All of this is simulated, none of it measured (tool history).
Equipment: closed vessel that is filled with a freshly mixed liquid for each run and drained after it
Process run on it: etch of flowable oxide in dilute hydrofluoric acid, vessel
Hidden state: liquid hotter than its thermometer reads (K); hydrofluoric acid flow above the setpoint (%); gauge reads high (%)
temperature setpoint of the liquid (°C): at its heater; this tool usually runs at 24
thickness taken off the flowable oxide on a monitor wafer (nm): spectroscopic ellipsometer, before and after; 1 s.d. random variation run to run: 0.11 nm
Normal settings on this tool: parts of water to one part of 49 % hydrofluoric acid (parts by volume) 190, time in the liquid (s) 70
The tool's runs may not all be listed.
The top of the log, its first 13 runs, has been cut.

run      day  temperature setpoint of the liquid (°C)  parts of water to one part of 49 % hydrofluoric acid (parts by volume)  time in the liquid (s)  wafers since the last listed run  hours since the thermometer was replaced  hours since the hydrofluoric acid flow meter was replaced  hours since the gauge calibration  read-back film thickness of the flowable oxide reference wafer, read on the same gauge (nm)  thickness taken off the flowable oxide on a monitor wafer (nm)
 14   38.071                                       21                                                                     165                      70                              4258                                    1437.7                                                       64.1                             1170.4                                                                                        89.97                                                           17.84
 15   40.804                                       21                                                                     165                      70                              7332                                    1503.3                                                      129.7                               1236                                                                                        89.99                                                           18.09
 16   47.246                                       24                                                                     190                      70                             17279                                    1657.9                                                      284.3                             1390.6                                                                                        90.02                                                           17.55
 17     51.5                                     22.5                                                                     220                      45                             11411                                      1760                                                      386.4                             1492.7                                                                                        90.01                                                            8.95
      54.271  -- hydrofluoric acid flow meter replaced
 18     55.4                                       28                                                                     105                     100                             10349                                    1853.6                                                       27.1                             1586.3                                                                                        89.99                                                           57.26
      55.833  -- gauge calibrated
 19   59.492                                       29                                                                     140                      85                             10975                                    1951.8                                                      125.3                               87.8                                                                                           90                                                           36.75
 20   63.325                                     19.5                                                                     250                      60                             10282                                    2043.8                                                      217.3                              179.8                                                                                        89.98                                                             9.2
 21   66.342                                       19                                                                     165                      70                              8092                                    2116.2                                                      289.7                              252.2                                                                                        90.01                                                           17.55
 22   70.721                                       24                                                                     190                      45                             11746                                    2221.3                                                      394.8                              357.3                                                                                        90.01                                                           11.82
 23   73.146                                       24                                                                     255                      70                              6504                                    2279.5                                                        453                              415.5                                                                                           90                                                           12.72
      75.858  -- hydrofluoric acid flow meter replaced
 24   76.346                                     19.5                                                                     115                      70                              8472                                    2356.3                                                       11.7                              492.3                                                                                        89.97                                                           26.31
 25   79.029                                       24                                                                     190                      70                              7197                                    2420.7                                                       76.1                              556.7                                                                                        89.98                                                           17.85
      79.296  -- thermometer replaced
 26   82.917                                       24                                                                     120                      45                             10316                                      86.9                                                      169.4                                650                                                                                        89.98                                                           17.72
 27   86.317                                       24                                                                     190                      60                              9120                                     168.5                                                        251                              731.6                                                                                        90.01                                                           13.88
 28   90.312                                       24                                                                     190                      70                             10718                                     264.4                                                      346.9                              827.5                                                                                        90.02                                                           16.33
 29   93.304                                     22.5                                                                     190                      90                              8024                                     336.2                                                      418.7                              899.3                                                                                           90                                                           20.29
 30   96.288                                       24                                                                     130                      70                              8002                                     407.8                                                      490.3                              970.9                                                                                        90.02                                                           26.01
      98.533  -- hydrofluoric acid flow meter replaced
 31  100.225                                       24                                                                     190                      70                             10450                                     502.3                                                       40.6                             1065.4                                                                                        90.01                                                              16

Alternative continuations, all from the tool just after run 31; predict every row:
  A  100.254                                       24                                                                     285                      70                                78                                       503                                                       41.3                             1066.1                                                                                            ?                                                               ?
  B  100.254                                       27                                                                     265                      35                                78                                       503                                                       41.3                             1066.1                                                                                            ?                                                               ?
  C  100.254                                     28.5                                                                     190                      70                                78                                       503                                                       41.3                             1066.1                                                                                            ?                                                               ?
  D  100.254                                     22.5                                                                     190                      70                                78                                       503                                                       41.3                             1066.1                                                                                            ?                                                               ?
  E  100.254                                     21.5                                                                     255                      85                                78                                       503                                                       41.3                             1066.1                                                                                            ?                                                               ?

run  read-back film thickness of the flowable oxide reference wafer, read on the same gauge (nm)  thickness taken off the flowable oxide on a monitor wafer (nm)
  A                                                                                           90                                                            9.73
  B                                                                                           90                                                            5.92
  C                                                                                           90                                                           18.95
  D                                                                                           90                                                           15.24
  E                                                                                           90                                                           12.44
The same runs, with their run-to-run variation unchanged, on a tool lacking any hidden condition would have given:
run  thickness taken off the flowable oxide on a monitor wafer (nm)
  A                                                             9.4
  B                                                            5.72
  C                                                           18.31
  D                                                            14.7
  E                                                           12.01
